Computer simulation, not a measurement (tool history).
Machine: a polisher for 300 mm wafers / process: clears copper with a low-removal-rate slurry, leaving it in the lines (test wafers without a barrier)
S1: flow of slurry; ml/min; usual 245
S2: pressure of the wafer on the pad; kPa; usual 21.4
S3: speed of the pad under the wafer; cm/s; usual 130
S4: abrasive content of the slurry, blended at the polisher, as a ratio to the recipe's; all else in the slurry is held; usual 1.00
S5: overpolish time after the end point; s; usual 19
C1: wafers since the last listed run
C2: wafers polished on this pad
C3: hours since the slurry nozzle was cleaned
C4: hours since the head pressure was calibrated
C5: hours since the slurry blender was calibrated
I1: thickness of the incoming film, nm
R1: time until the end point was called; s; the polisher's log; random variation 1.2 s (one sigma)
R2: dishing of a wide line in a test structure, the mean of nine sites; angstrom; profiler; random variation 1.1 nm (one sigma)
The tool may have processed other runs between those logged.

run 1 hour=0.0 | S1=245 S2=21.4 S3=130 S4=0.85 S5=19 | C1=0 C2=418 C3=447.6 C4=62.9 C5=407.6 | I1=416.3 | R1=90.3 R2=535
-- hour=30.9 slurry blender recalibrated
run 2 hour=38.5 | S1=245 S2=21.4 S3=130 S4=0.85 S5=19 | C1=340 C2=759 C3=486.1 C4=101.4 C5=7.6 | I1=408.7 | R1=88.3 R2=513
run 3 hour=97.8 | S1=245 S2=23.4 S3=130 S4=1.00 S5=19 | C1=553 C2=1313 C3=545.4 C4=160.7 C5=66.9 | I1=415.6 | R1=82.1 R2=582
run 4 hour=150.1 | S1=245 S2=21.4 S3=130 S4=1.00 S5=19 | C1=488 C2=1801 C3=597.7 C4=213.0 C5=119.2 | I1=415.2 | R1=86.5 R2=534
run 5 hour=203.7 | S1=245 S2=21.4 S3=130 S4=1.00 S5=19 | C1=500 C2=2302 C3=651.3 C4=266.6 C5=172.8 | I1=415.2 | R1=86.3 R2=530
run 6 hour=267.8 | S1=245 S2=21.4 S3=130 S4=1.00 S5=19 | C1=598 C2=2901 C3=715.4 C4=330.7 C5=236.9 | I1=407.7 | R1=86.9 R2=543
run 7 hour=324.2 | S1=245 S2=21.4 S3=154 S4=1.00 S5=19 | C1=526 C2=3427 C3=771.8 C4=387.1 C5=293.3 | I1=416.1 | R1=74.9 R2=632
-- hour=344.4 slurry nozzle cleaned
run 8 hour=385.1 | S1=285 S2=21.4 S3=130 S4=0.90 S5=19 | C1=559 C2=3987 C3=40.7 C4=448.0 C5=354.2 | I1=415.9 | R1=89.7 R2=550
-- hour=415.7 worn pad replaced by a new one
-- hour=418.9 slurry blender recalibrated
run 9 hour=425.9 | S1=285 S2=21.4 S3=130 S4=0.90 S5=19 | C1=324 C2=76 C3=81.5 C4=488.8 C5=7.0 | I1=407.7 | R1=85.6 R2=547
run 10 hour=471.2 | S1=285 S2=21.4 S3=130 S4=0.90 S5=19 | C1=423 C2=499 C3=126.8 C4=534.1 C5=52.3 | I1=407.7 | R1=84.5 R2=545
run 11 hour=531.3 | S1=245 S2=16.5 S3=130 S4=1.00 S5=19 | C1=561 C2=1060 C3=186.9 C4=594.2 C5=112.4 | I1=408.0 | R1=100.7 R2=461
run 12 hour=573.6 | S1=285 S2=27.6 S3=130 S4=1.00 S5=13 | C1=395 C2=1455 C3=229.2 C4=636.5 C5=154.7 | I1=410.3 | R1=70.9 R2=498
run 13 hour=642.6 | S1=245 S2=21.4 S3=130 S4=1.00 S5=19 | C1=644 C2=2099 C3=298.2 C4=705.5 C5=223.7 | I1=407.0 | R1=83.6 R2=545
run 14 hour=700.9 | S1=245 S2=18.6 S3=130 S4=1.00 S5=19 | C1=544 C2=2644 C3=356.5 C4=763.8 C5=282.0 | I1=403.2 | R1=90.6 R2=494
run 15 hour=763.2 | S1=245 S2=21.4 S3=130 S4=1.00 S5=19 | C1=581 C2=3226 C3=418.8 C4=826.1 C5=344.3 | I1=409.0 | R1=81.5 R2=571
-- hour=795.2 worn pad replaced by a new one
-- hour=833.6 slurry blender recalibrated
run 16 hour=834.6 | S1=220 S2=15.2 S3=86 S4=1.20 S5=19 | C1=610 C2=349 C3=490.2 C4=897.5 C5=1.0 | I1=411.3 | R1=154.9 R2=336
run 17 hour=897.9 | S1=300 S2=23.4 S3=130 S4=0.75 S5=19 | C1=591 C2=940 C3=553.5 C4=960.8 C5=64.3 | I1=417.8 | R1=81.3 R2=578
run 18 hour=966.2 | S1=245 S2=21.4 S3=130 S4=1.00 S5=19 | C1=637 C2=1578 C3=621.8 C4=1029.1 C5=132.6 | I1=405.1 | R1=78.5 R2=554
-- hour=1033.3 head pressure recalibrated
run 19 hour=1037.2 | S1=245 S2=21.4 S3=130 S4=1.00 S5=19 | C1=644 C2=2222 C3=692.8 C4=3.9 C5=203.6 | I1=409.5 | R1=86.3 R2=534
run 20 hour=1072.3 | S1=195 S2=29.0 S3=130 S4=1.25 S5=28 | C1=327 C2=2550 C3=727.9 C4=39.0 C5=238.7 | I1=408.9 | R1=68.4 R2=885
-- hour=1156.7 worn pad replaced by a new one
-- hour=1217.2 slurry nozzle cleaned
-- hour=1221.9 slurry blender recalibrated
run 21 hour=1232.2 | S1=245 S2=21.4 S3=130 S4=1.00 S5=19 | C1=1427 C2=676 C3=15.0 C4=198.9 C5=10.3 | I1=414.1 | R1=87.7 R2=555
run 22 hour=1287.4 | S1=245 S2=14.5 S3=130 S4=1.00 S5=19 | C1=515 C2=1192 C3=70.2 C4=254.1 C5=65.5 | I1=416.0 | R1=116.2 R2=417
run 23 hour=1324.4 | S1=310 S2=13.8 S3=94 S4=1.00 S5=19 | C1=345 C2=1537 C3=107.2 C4=291.1 C5=102.5 | I1=416.3 | R1=160.6 R2=315
run 24 hour=1381.9 | S1=290 S2=21.4 S3=154 S4=1.00 S5=19 | C1=536 C2=2074 C3=164.7 C4=348.6 C5=160.0 | I1=410.0 | R1=71.0 R2=629
run 25 hour=1436.2 | S1=175 S2=15.2 S3=130 S4=1.00 S5=30 | C1=507 C2=2581 C3=219.0 C4=402.9 C5=214.3 | I1=407.3 | R1=110.7 R2=581
run 26 hour=1506.9 | S1=245 S2=21.4 S3=130 S4=1.00 S5=19 | C1=660 C2=3242 C3=289.7 C4=473.6 C5=285.0 | I1=409.0 | R1=86.4 R2=540
-- hour=1556.6 worn pad replaced by a new one
run 27 hour=1575.3 | S1=245 S2=21.4 S3=130 S4=1.00 S5=19 | C1=601 C2=174 C3=358.1 C4=542.0 C5=353.4 | I1=409.1 | R1=84.1 R2=543
run 28 hour=1641.1 | S1=215 S2=21.4 S3=152 S4=0.85 S5=19 | C1=614 C2=789 C3=423.9 C4=607.8 C5=419.2 | I1=405.1 | R1=74.3 R2=609
-- hour=1655.4 slurry blender recalibrated
run 29 hour=1699.0 | S1=245 S2=21.4 S3=118 S4=1.00 S5=19 | C1=522 C2=1311 C3=481.8 C4=665.7 C5=43.6 | I1=411.0 | R1=96.1 R2=499

Forecast each of these 3 alternatives for the next run:
run A hour=1699.5 | S1=170 S2=21.4 S3=130 S4=1.00 S5=19 | C1=4 C2=1315 C3=482.3 C4=666.2 C5=44.1 | I1=404.3 | R1=? R2=?
run B hour=1699.5 | S1=310 S2=18.6 S3=154 S4=0.80 S5=19 | C1=4 C2=1315 C3=482.3 C4=666.2 C5=44.1 | I1=404.3 | R1=? R2=?
run C hour=1699.5 | S1=245 S2=21.4 S3=116 S4=1.15 S5=19 | C1=4 C2=1315 C3=482.3 C4=666.2 C5=44.1 | I1=404.3 | R1=? R2=?

run=A R1=86.2 R2=513
run=B R1=78.6 R2=548
run=C R1=90.6 R2=492
Without the tool's unlogged condition, the same runs would have read:
run=A R1=89.0 R2=498
run=B R1=81.2 R2=532
run=C R1=93.6 R2=478

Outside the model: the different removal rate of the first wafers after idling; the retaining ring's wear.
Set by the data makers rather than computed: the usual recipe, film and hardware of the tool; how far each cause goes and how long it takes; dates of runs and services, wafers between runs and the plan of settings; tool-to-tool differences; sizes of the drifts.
